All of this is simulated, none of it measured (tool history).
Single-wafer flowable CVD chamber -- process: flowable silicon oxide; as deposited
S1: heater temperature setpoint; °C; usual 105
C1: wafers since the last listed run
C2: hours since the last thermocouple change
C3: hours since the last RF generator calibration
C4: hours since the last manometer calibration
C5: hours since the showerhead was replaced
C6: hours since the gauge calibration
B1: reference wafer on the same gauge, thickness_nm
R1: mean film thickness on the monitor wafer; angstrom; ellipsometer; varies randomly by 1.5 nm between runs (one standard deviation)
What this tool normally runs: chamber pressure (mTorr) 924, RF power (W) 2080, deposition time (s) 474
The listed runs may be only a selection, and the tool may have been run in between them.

{"run": 1, "hour": 0.0, "S1": 105, "chamber pressure (mTorr)": 924, "RF power (W)": 2080, "deposition time (s)": 474, "C1": 0, "C2": 838.6, "C3": 1939.7, "C4": 220.8, "C5": 5852.0, "C6": 2156.6, "B1": 305.187, "R1": 2627.09}
{"run": 2, "hour": 106.0, "S1": 105, "chamber pressure (mTorr)": 924, "RF power (W)": 2080, "deposition time (s)": 474, "C1": 418, "C2": 944.6, "C3": 2045.7, "C4": 326.8, "C5": 5958.0, "C6": 2262.6, "B1": 305.064, "R1": 2618.46}
{"run": 3, "hour": 167.7, "S1": 105, "chamber pressure (mTorr)": 924, "RF power (W)": 2080, "deposition time (s)": 474, "C1": 243, "C2": 1006.3, "C3": 2107.4, "C4": 388.5, "C5": 6019.7, "C6": 2324.3, "B1": 305.803, "R1": 2648.16}
{"run": 4, "hour": 274.3, "S1": 105, "chamber pressure (mTorr)": 924, "RF power (W)": 2080, "deposition time (s)": 474, "C1": 420, "C2": 1112.9, "C3": 2214.0, "C4": 495.1, "C5": 6126.3, "C6": 2430.9, "B1": 305.331, "R1": 2622.59}
{"run": 5, "hour": 360.2, "S1": 105, "chamber pressure (mTorr)": 924, "RF power (W)": 2080, "deposition time (s)": 474, "C1": 338, "C2": 1198.8, "C3": 2299.9, "C4": 581.0, "C5": 6212.2, "C6": 2516.8, "B1": 306.106, "R1": 2624.18}
{"run": 6, "hour": 403.4, "S1": 105, "chamber pressure (mTorr)": 924, "RF power (W)": 2365, "deposition time (s)": 407, "C1": 170, "C2": 1242.0, "C3": 2343.1, "C4": 624.2, "C5": 6255.4, "C6": 2560.0, "B1": 305.184, "R1": 2329.08}
{"run": 7, "hour": 490.5, "S1": 95, "chamber pressure (mTorr)": 750, "RF power (W)": 2080, "deposition time (s)": 531, "C1": 343, "C2": 1329.1, "C3": 2430.2, "C4": 711.3, "C5": 6342.5, "C6": 2647.1, "B1": 305.121, "R1": 3448.86}
{"hour": 560.1, "done": "showerhead replaced"}
{"run": 8, "hour": 580.5, "S1": 98, "chamber pressure (mTorr)": 924, "RF power (W)": 2080, "deposition time (s)": 421, "C1": 323, "C2": 1419.1, "C3": 2520.2, "C4": 801.3, "C5": 20.4, "C6": 2737.1, "B1": 304.595, "R1": 2992.63}
{"run": 9, "hour": 646.6, "S1": 105, "chamber pressure (mTorr)": 924, "RF power (W)": 2080, "deposition time (s)": 474, "C1": 260, "C2": 1485.2, "C3": 2586.3, "C4": 867.4, "C5": 86.5, "C6": 2803.2, "B1": 304.695, "R1": 2618.34}
{"run": 10, "hour": 731.2, "S1": 105, "chamber pressure (mTorr)": 924, "RF power (W)": 1885, "deposition time (s)": 430, "C1": 333, "C2": 1569.8, "C3": 2670.9, "C4": 952.0, "C5": 171.1, "C6": 2887.8, "B1": 304.856, "R1": 2288.99}
{"hour": 772.7, "done": "RF generator calibrated"}
{"run": 11, "hour": 805.3, "S1": 93, "chamber pressure (mTorr)": 791, "RF power (W)": 2255, "deposition time (s)": 474, "C1": 260, "C2": 1643.9, "C3": 32.6, "C4": 1026.1, "C5": 245.2, "C6": 2961.9, "B1": 304.643, "R1": 3631.23}
{"run": 12, "hour": 871.8, "S1": 110, "chamber pressure (mTorr)": 1041, "RF power (W)": 1940, "deposition time (s)": 536, "C1": 262, "C2": 1710.4, "C3": 99.1, "C4": 1092.6, "C5": 311.7, "C6": 3028.4, "B1": 304.761, "R1": 2759.59}
{"hour": 910.9, "done": "gauge calibrated"}
{"run": 13, "hour": 936.6, "S1": 105, "chamber pressure (mTorr)": 924, "RF power (W)": 2235, "deposition time (s)": 474, "C1": 255, "C2": 1775.2, "C3": 163.9, "C4": 1157.4, "C5": 376.5, "C6": 25.7, "B1": 304.126, "R1": 2713.14}
{"run": 14, "hour": 988.2, "S1": 105, "chamber pressure (mTorr)": 924, "RF power (W)": 2080, "deposition time (s)": 474, "C1": 203, "C2": 1826.8, "C3": 215.5, "C4": 1209.0, "C5": 428.1, "C6": 77.3, "B1": 305.379, "R1": 2645.85}
{"run": 15, "hour": 1039.7, "S1": 112, "chamber pressure (mTorr)": 772, "RF power (W)": 2080, "deposition time (s)": 474, "C1": 203, "C2": 1878.3, "C3": 267.0, "C4": 1260.5, "C5": 479.6, "C6": 128.8, "B1": 305.634, "R1": 1699.3}
{"run": 16, "hour": 1126.5, "S1": 114, "chamber pressure (mTorr)": 924, "RF power (W)": 1670, "deposition time (s)": 474, "C1": 342, "C2": 1965.1, "C3": 353.8, "C4": 1347.3, "C5": 566.4, "C6": 215.6, "B1": 304.442, "R1": 1730.22}
{"run": 17, "hour": 1182.7, "S1": 90, "chamber pressure (mTorr)": 924, "RF power (W)": 2325, "deposition time (s)": 519, "C1": 221, "C2": 2021.3, "C3": 410.0, "C4": 1403.5, "C5": 622.6, "C6": 271.8, "B1": 304.452, "R1": 5240.17}
{"run": 18, "hour": 1259.2, "S1": 105, "chamber pressure (mTorr)": 1142, "RF power (W)": 2080, "deposition time (s)": 474, "C1": 301, "C2": 2097.8, "C3": 486.5, "C4": 1480.0, "C5": 699.1, "C6": 348.3, "B1": 305.191, "R1": 3240.95}
{"hour": 1295.8, "done": "thermocouple changed; heater temperature recalibrated"}
{"run": 19, "hour": 1338.3, "S1": 105, "chamber pressure (mTorr)": 924, "RF power (W)": 1755, "deposition time (s)": 381, "C1": 280, "C2": 42.5, "C3": 565.6, "C4": 1559.1, "C5": 778.2, "C6": 427.4, "B1": 304.796, "R1": 2099.4}
{"run": 20, "hour": 1406.7, "S1": 92, "chamber pressure (mTorr)": 924, "RF power (W)": 1855, "deposition time (s)": 474, "C1": 269, "C2": 110.9, "C3": 634.0, "C4": 1627.5, "C5": 846.6, "C6": 495.8, "B1": 304.907, "R1": 4339.08}
{"run": 21, "hour": 1506.2, "S1": 105, "chamber pressure (mTorr)": 924, "RF power (W)": 2080, "deposition time (s)": 505, "C1": 392, "C2": 210.4, "C3": 733.5, "C4": 1727.0, "C5": 946.1, "C6": 595.3, "B1": 305.189, "R1": 2933.61}
{"run": 22, "hour": 1570.7, "S1": 90, "chamber pressure (mTorr)": 924, "RF power (W)": 2420, "deposition time (s)": 474, "C1": 254, "C2": 274.9, "C3": 798.0, "C4": 1791.5, "C5": 1010.6, "C6": 659.8, "B1": 305.644, "R1": 4960.37}
{"run": 23, "hour": 1669.1, "S1": 105, "chamber pressure (mTorr)": 924, "RF power (W)": 2080, "deposition time (s)": 474, "C1": 388, "C2": 373.3, "C3": 896.4, "C4": 1889.9, "C5": 1109.0, "C6": 758.2, "B1": 304.406, "R1": 2703.35}
{"run": 24, "hour": 1752.0, "S1": 95, "chamber pressure (mTorr)": 1004, "RF power (W)": 2080, "deposition time (s)": 527, "C1": 326, "C2": 456.2, "C3": 979.3, "C4": 1972.8, "C5": 1191.9, "C6": 841.1, "B1": 304.377, "R1": 4764.41}
{"run": 25, "hour": 1848.4, "S1": 111, "chamber pressure (mTorr)": 924, "RF power (W)": 2080, "deposition time (s)": 474, "C1": 380, "C2": 552.6, "C3": 1075.7, "C4": 2069.2, "C5": 1288.3, "C6": 937.5, "B1": 304.705, "R1": 2155.01}
{"run": 26, "hour": 1927.1, "S1": 105, "chamber pressure (mTorr)": 924, "RF power (W)": 2080, "deposition time (s)": 474, "C1": 310, "C2": 631.3, "C3": 1154.4, "C4": 2147.9, "C5": 1367.0, "C6": 1016.2, "B1": 305.603, "R1": 2675.77}
{"run": 27, "hour": 1997.3, "S1": 105, "chamber pressure (mTorr)": 760, "RF power (W)": 2080, "deposition time (s)": 474, "C1": 276, "C2": 701.5, "C3": 1224.6, "C4": 2218.1, "C5": 1437.2, "C6": 1086.4, "B1": 305.525, "R1": 2172.46}

What if the next run were any one of these 5? Each begins from the tool's condition after run 27:
{"run": "A", "hour": 1997.8, "S1": 105, "chamber pressure (mTorr)": 924, "RF power (W)": 2080, "deposition time (s)": 474, "C1": 1, "C2": 702.0, "C3": 1225.1, "C4": 2218.6, "C5": 1437.7, "C6": 1086.9, "B1": "?", "R1": "?"}
{"run": "B", "hour": 1997.8, "S1": 105, "chamber pressure (mTorr)": 924, "RF power (W)": 2080, "deposition time (s)": 538, "C1": 1, "C2": 702.0, "C3": 1225.1, "C4": 2218.6, "C5": 1437.7, "C6": 1086.9, "B1": "?", "R1": "?"}
{"run": "C", "hour": 1997.8, "S1": 105, "chamber pressure (mTorr)": 840, "RF power (W)": 2080, "deposition time (s)": 474, "C1": 1, "C2": 702.0, "C3": 1225.1, "C4": 2218.6, "C5": 1437.7, "C6": 1086.9, "B1": "?", "R1": "?"}
{"run": "D", "hour": 1997.8, "S1": 111, "chamber pressure (mTorr)": 924, "RF power (W)": 2405, "deposition time (s)": 474, "C1": 1, "C2": 702.0, "C3": 1225.1, "C4": 2218.6, "C5": 1437.7, "C6": 1086.9, "B1": "?", "R1": "?"}
{"run": "E", "hour": 1997.8, "S1": 115, "chamber pressure (mTorr)": 1009, "RF power (W)": 1915, "deposition time (s)": 410, "C1": 1, "C2": 702.0, "C3": 1225.1, "C4": 2218.6, "C5": 1437.7, "C6": 1086.9, "B1": "?", "R1": "?"}

run=A B1=304.919 R1=2658.81
run=B B1=304.919 R1=3017.81
run=C B1=304.919 R1=2414.88
run=D B1=304.919 R1=2215.94
run=E B1=304.919 R1=1700.04
Without the tool's unlogged condition, the same runs would have read:
run=A R1=2830.61
run=B R1=3212.80
run=C R1=2570.92
run=D R1=2338.48
run=E R1=1814.00

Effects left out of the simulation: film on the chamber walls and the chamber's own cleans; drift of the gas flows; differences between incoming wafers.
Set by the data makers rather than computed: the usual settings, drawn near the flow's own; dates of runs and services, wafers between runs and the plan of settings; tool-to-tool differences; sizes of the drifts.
